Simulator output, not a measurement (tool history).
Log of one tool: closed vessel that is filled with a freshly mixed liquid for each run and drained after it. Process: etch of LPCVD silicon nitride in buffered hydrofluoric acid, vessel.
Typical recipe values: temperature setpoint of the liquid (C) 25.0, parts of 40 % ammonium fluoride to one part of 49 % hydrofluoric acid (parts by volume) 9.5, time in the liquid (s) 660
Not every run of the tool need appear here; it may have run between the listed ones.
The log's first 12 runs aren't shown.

run,hour,temperature setpoint of the liquid (C),parts of 40 % ammonium fluoride to one part of 49 % hydrofluoric acid (parts by volume),time in the liquid (s),"read-back film thickness of the LPCVD silicon nitride reference wafer, read on the same gauge (nm)",thickness taken off the LPCVD silicon nitride on a monitor wafer (nm)
13,716.5,27.0,9.5,660,40.01,12.58
14,742.5,28.0,8.0,790,39.98,18.98
15,777.3,22.0,10.5,1025,39.98,13.99
16,823.7,25.0,9.5,660,40.04,11.36
17,883.9,21.5,6.5,290,40.01,6.02
18,924.7,22.0,10.5,825,40.02,11.39
19,951.9,22.0,9.5,820,39.99,12.16
20,1005.2,25.0,9.5,660,39.99,11.62
21,1060.6,25.0,11.0,310,39.97,4.84
22,1123.2,27.5,9.5,525,39.99,10.41
23,1182.8,25.0,9.5,875,40.02,15.41
24,1239.1,26.5,5.5,920,39.99,29.62
25,1310.3,25.0,11.5,660,39.99,9.97
26,1366.6,25.0,9.5,660,40.00,11.63
27,1435.7,25.0,9.5,660,40.03,11.79
28,1470.1,27.5,9.5,525,40.02,10.63
29,1536.7,29.5,6.0,660,39.95,23.46
30,1586.5,27.5,11.0,1055,40.00,19.51
31,1613.6,25.0,9.5,660,40.02,11.85

Run 32, settings as shown, results not yet in. Your forecast:
32,1659.0,20.0,6.5,660,?,?

Run 32 gave read-back film thickness of the LPCVD silicon nitride reference wafer, read on the same gauge (nm) 39.99, thickness taken off the LPCVD silicon nitride on a monitor wafer (nm) 13.31.
Were there no unlogged condition in the tool, this run, its random variation unchanged, would have produced thickness taken off the LPCVD silicon nitride on a monitor wafer (nm) 12.17.

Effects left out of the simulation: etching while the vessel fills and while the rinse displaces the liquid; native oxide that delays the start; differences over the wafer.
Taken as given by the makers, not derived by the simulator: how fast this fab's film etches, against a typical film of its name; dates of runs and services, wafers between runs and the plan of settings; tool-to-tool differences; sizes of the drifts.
